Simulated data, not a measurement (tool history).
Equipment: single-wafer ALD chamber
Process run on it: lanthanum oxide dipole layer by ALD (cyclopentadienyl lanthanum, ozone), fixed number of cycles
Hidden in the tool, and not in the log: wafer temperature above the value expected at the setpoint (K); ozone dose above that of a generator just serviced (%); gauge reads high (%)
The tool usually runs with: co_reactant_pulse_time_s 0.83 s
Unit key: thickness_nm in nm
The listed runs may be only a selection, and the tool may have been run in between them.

run	hour	co_reactant_pulse_time_s	wafers since the last listed run	hours since the last thermocouple change	hours since the last ozone generator service	hours since the showerhead was replaced	hours since the gauge calibration	read-back reference wafer on the same gauge, thickness_nm	thickness_nm
1	0	0.83	0	993.3	128.1	5705.8	507.4	0.466	0.473
2	47.7	0.83	540	1041	175.8	5753.5	555.1	0.467	0.466
3	113.9	0.83	750	1107.2	242	5819.7	621.3	0.465	0.47
4	165.8	0.83	588	1159.1	293.9	5871.6	673.2	0.466	0.473
5	194	0.83	319	1187.3	322.1	5899.8	701.4	0.467	0.47
6	251.5	0.83	651	1244.8	379.6	5957.3	758.9	0.466	0.472
7	320.7	0.83	784	1314	448.8	6026.5	828.1	0.466	0.472
8	389.2	0.83	776	1382.5	517.3	6095	896.6	0.465	0.473
9	417.6	0.83	321	1410.9	545.7	6123.4	925	0.466	0.469
10	459.1	0.83	470	1452.4	587.2	6164.9	966.5	0.466	0.472
# hour 522.7: thermocouple changed; heater temperature recalibrated
# hour 525.7: showerhead replaced
11	526.2	0.83	636	3.5	654.3	0.5	1033.6	0.465	0.475
12	594.3	0.83	771	71.6	722.4	68.6	1101.7	0.466	0.471
# hour 606: gauge calibrated
13	627	0.83	370	104.3	755.1	101.3	21	0.466	0.466
14	665	0.83	430	142.3	793.1	139.3	59	0.466	0.468
15	732.4	0.61	764	209.7	860.5	206.7	126.4	0.467	0.383
# hour 753.2: ozone generator serviced
16	775.1	1.11	393	252.4	21.9	249.4	169.1	0.467	0.533
17	815.8	1.14	461	293.1	62.6	290.1	209.8	0.465	0.536
18	850	1	387	327.3	96.8	324.3	244	0.466	0.511
19	906.4	0.83	639	383.7	153.2	380.7	300.4	0.466	0.471
20	948	0.83	471	425.3	194.8	422.3	342	0.466	0.472
21	991.6	1.02	494	468.9	238.4	465.9	385.6	0.466	0.513
22	1030.7	0.58	443	508	277.5	505	424.7	0.466	0.366
23	1064	0.63	377	541.3	310.8	538.3	458	0.466	0.394
24	1114.1	0.6	567	591.4	360.9	588.4	508.1	0.466	0.376
25	1150.7	0.83	414	628	397.5	625	544.7	0.466	0.474
26	1202.7	1.04	589	680	449.5	677	596.7	0.466	0.519
27	1235.6	0.83	372	712.9	482.4	709.9	629.6	0.465	0.47
28	1307	1.07	809	784.3	553.8	781.3	701	0.467	0.527
29	1348	1.16	464	825.3	594.8	822.3	742	0.466	0.539

Hidden condition of the tool, last listed run before each entry between runs versus first listed run after:
Run 10 -> run 11: thermocouple changed; heater temperature recalibrated (hour 522.7); showerhead replaced (hour 525.7)
  the hidden state is the same at both runs
Run 12 -> run 13: gauge calibrated (hour 606)
  the hidden state is the same at both runs
Run 15 -> run 16: ozone generator serviced (hour 753.2)
  the hidden state is the same at both runs
